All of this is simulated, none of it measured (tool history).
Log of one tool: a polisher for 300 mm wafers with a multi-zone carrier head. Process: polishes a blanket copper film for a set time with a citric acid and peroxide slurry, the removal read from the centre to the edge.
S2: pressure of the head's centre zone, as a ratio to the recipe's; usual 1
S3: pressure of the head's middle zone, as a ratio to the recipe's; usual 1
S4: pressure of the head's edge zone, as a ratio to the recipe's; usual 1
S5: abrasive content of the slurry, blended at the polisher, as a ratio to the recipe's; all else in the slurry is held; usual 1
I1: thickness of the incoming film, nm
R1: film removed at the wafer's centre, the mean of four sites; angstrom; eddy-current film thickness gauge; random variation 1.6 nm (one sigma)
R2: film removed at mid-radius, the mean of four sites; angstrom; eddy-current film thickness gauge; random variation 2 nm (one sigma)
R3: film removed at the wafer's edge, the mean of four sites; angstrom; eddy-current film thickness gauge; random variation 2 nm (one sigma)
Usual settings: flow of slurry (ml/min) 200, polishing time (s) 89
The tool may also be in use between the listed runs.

{"run": 1, "day": 0.0, "flow of slurry (ml/min)": 200, "S2": 1, "S3": 1, "S4": 1, "S5": 1, "polishing time (s)": 89, "I1": 1064.2, "R1": 1380, "R2": 1418, "R3": 1393}
{"run": 2, "day": 2.671, "flow of slurry (ml/min)": 200, "S2": 1, "S3": 1, "S4": 1, "S5": 1, "polishing time (s)": 89, "I1": 1076.4, "R1": 1503, "R2": 1476, "R3": 1491}
{"run": 3, "day": 4.792, "flow of slurry (ml/min)": 155, "S2": 0.92, "S3": 1, "S4": 1, "S5": 1, "polishing time (s)": 89, "I1": 1073.8, "R1": 1341, "R2": 1450, "R3": 1467}
{"run": 4, "day": 6.55, "flow of slurry (ml/min)": 200, "S2": 0.89, "S3": 1, "S4": 0.96, "S5": 0.9, "polishing time (s)": 89, "I1": 1080, "R1": 1371, "R2": 1436, "R3": 1425}
{"run": 5, "day": 8.792, "flow of slurry (ml/min)": 200, "S2": 1, "S3": 0.95, "S4": 1, "S5": 1, "polishing time (s)": 64, "I1": 1083.5, "R1": 1066, "R2": 1011, "R3": 1049}
{"run": 6, "day": 11.533, "flow of slurry (ml/min)": 235, "S2": 0.96, "S3": 1, "S4": 1.11, "S5": 1, "polishing time (s)": 89, "I1": 1059.1, "R1": 1451, "R2": 1489, "R3": 1531}
{"run": 7, "day": 13.712, "flow of slurry (ml/min)": 140, "S2": 1, "S3": 1, "S4": 1, "S5": 1, "polishing time (s)": 89, "I1": 1062.8, "R1": 1398, "R2": 1379, "R3": 1420}
{"run": 8, "day": 15.158, "flow of slurry (ml/min)": 150, "S2": 0.92, "S3": 1, "S4": 1, "S5": 1, "polishing time (s)": 72, "I1": 1084.7, "R1": 1065, "R2": 1145, "R3": 1112}
{"run": 9, "day": 17.554, "flow of slurry (ml/min)": 200, "S2": 1, "S3": 1, "S4": 1, "S5": 1, "polishing time (s)": 89, "I1": 1071.9, "R1": 1428, "R2": 1445, "R3": 1432}
{"run": 10, "day": 19.65, "flow of slurry (ml/min)": 155, "S2": 1, "S3": 1, "S4": 1, "S5": 1, "polishing time (s)": 118, "I1": 1078.1, "R1": 1816, "R2": 1835, "R3": 1823}
{"run": 11, "day": 21.254, "flow of slurry (ml/min)": 200, "S2": 1, "S3": 1, "S4": 1.08, "S5": 1.15, "polishing time (s)": 89, "I1": 1094.6, "R1": 1484, "R2": 1533, "R3": 1529}
{"run": 12, "day": 23.962, "flow of slurry (ml/min)": 135, "S2": 1, "S3": 1, "S4": 1, "S5": 0.85, "polishing time (s)": 60, "I1": 1088.3, "R1": 928, "R2": 933, "R3": 955}
{"run": 13, "day": 25.138, "flow of slurry (ml/min)": 200, "S2": 0.88, "S3": 1, "S4": 1, "S5": 1, "polishing time (s)": 89, "I1": 1064.1, "R1": 1371, "R2": 1466, "R3": 1504}
{"run": 14, "day": 27.062, "flow of slurry (ml/min)": 200, "S2": 1, "S3": 1, "S4": 1, "S5": 1, "polishing time (s)": 89, "I1": 1068.7, "R1": 1456, "R2": 1513, "R3": 1475}
{"run": 15, "day": 28.071, "flow of slurry (ml/min)": 255, "S2": 1, "S3": 1, "S4": 1, "S5": 1.3, "polishing time (s)": 62, "I1": 1082.5, "R1": 1106, "R2": 1091, "R3": 1097}
{"run": 16, "day": 30.542, "flow of slurry (ml/min)": 200, "S2": 1, "S3": 1, "S4": 1, "S5": 1, "polishing time (s)": 89, "I1": 1081.3, "R1": 1453, "R2": 1461, "R3": 1448}
{"run": 17, "day": 32.117, "flow of slurry (ml/min)": 200, "S2": 1, "S3": 1, "S4": 1, "S5": 1, "polishing time (s)": 65, "I1": 1085.7, "R1": 1070, "R2": 1044, "R3": 1073}
{"run": 18, "day": 33.396, "flow of slurry (ml/min)": 260, "S2": 1.05, "S3": 1, "S4": 0.9, "S5": 1, "polishing time (s)": 77, "I1": 1074.4, "R1": 1312, "R2": 1295, "R3": 1238}
{"run": 19, "day": 34.712, "flow of slurry (ml/min)": 200, "S2": 1, "S3": 0.96, "S4": 0.89, "S5": 1.1, "polishing time (s)": 89, "I1": 1075.4, "R1": 1456, "R2": 1394, "R3": 1355}
{"run": 20, "day": 36.558, "flow of slurry (ml/min)": 180, "S2": 1, "S3": 1, "S4": 1, "S5": 1, "polishing time (s)": 78, "I1": 1089.2, "R1": 1227, "R2": 1208, "R3": 1226}
{"run": 21, "day": 37.742, "flow of slurry (ml/min)": 200, "S2": 0.89, "S3": 0.95, "S4": 1, "S5": 0.85, "polishing time (s)": 102, "I1": 1075.6, "R1": 1442, "R2": 1528, "R3": 1573}
{"run": 22, "day": 40.083, "flow of slurry (ml/min)": 200, "S2": 1, "S3": 1, "S4": 1, "S5": 1, "polishing time (s)": 111, "I1": 1079, "R1": 1865, "R2": 1840, "R3": 1839}

Not shown: 7 entries that the log had between the listed runs. Between which runs, and how does the tool's hidden state differ before and after?
Between runs 1 and 2: worn pad replaced by a new one (day 1.6)
  removal rate lost through wear of the pad, %: 7.63 -> 0.6
  measured less the result without the state, R1: -114 -> -9 angstrom; R2: -117 -> -9 angstrom; R3: -115 -> -9 angstrom
Between runs 9 and 10: centre zone pressure recalibrated (day 17.767); slurry nozzle cleaned (day 18.325)
  removal rate lost through wear of the pad, %: 5.3 -> 6.63
  measured less the result without the state, R1: -80 -> -129 angstrom; R2: -81 -> -131 angstrom; R3: -80 -> -130 angstrom
Between runs 10 and 11: worn pad replaced by a new one (day 21.096)
  removal rate lost through wear of the pad, %: 6.63 -> 1.31
  measured less the result without the state, R1: -129 -> -19 angstrom; R2: -131 -> -20 angstrom; R3: -130 -> -21 angstrom
Between runs 19 and 20: edge zone pressure recalibrated (day 34.821)
  removal rate lost through wear of the pad, %: 4.75 -> 5.74
  measured less the result without the state, R1: -73 -> -75 angstrom; R2: -69 -> -73 angstrom; R3: -68 -> -75 angstrom
Between runs 20 and 21: carrier head's membrane replaced by a new one (day 37.692)
  removal rate lost through wear of the pad, %: 5.74 -> 6.45
  measured less the result without the state, R1: -75 -> -100 angstrom; R2: -73 -> -105 angstrom; R3: -75 -> -108 angstrom
Between runs 21 and 22: worn pad replaced by a new one (day 37.967)
  removal rate lost through wear of the pad, %: 6.45 -> 1.11
  measured less the result without the state, R1: -100 -> -21 angstrom; R2: -105 -> -21 angstrom; R3: -108 -> -21 angstrom

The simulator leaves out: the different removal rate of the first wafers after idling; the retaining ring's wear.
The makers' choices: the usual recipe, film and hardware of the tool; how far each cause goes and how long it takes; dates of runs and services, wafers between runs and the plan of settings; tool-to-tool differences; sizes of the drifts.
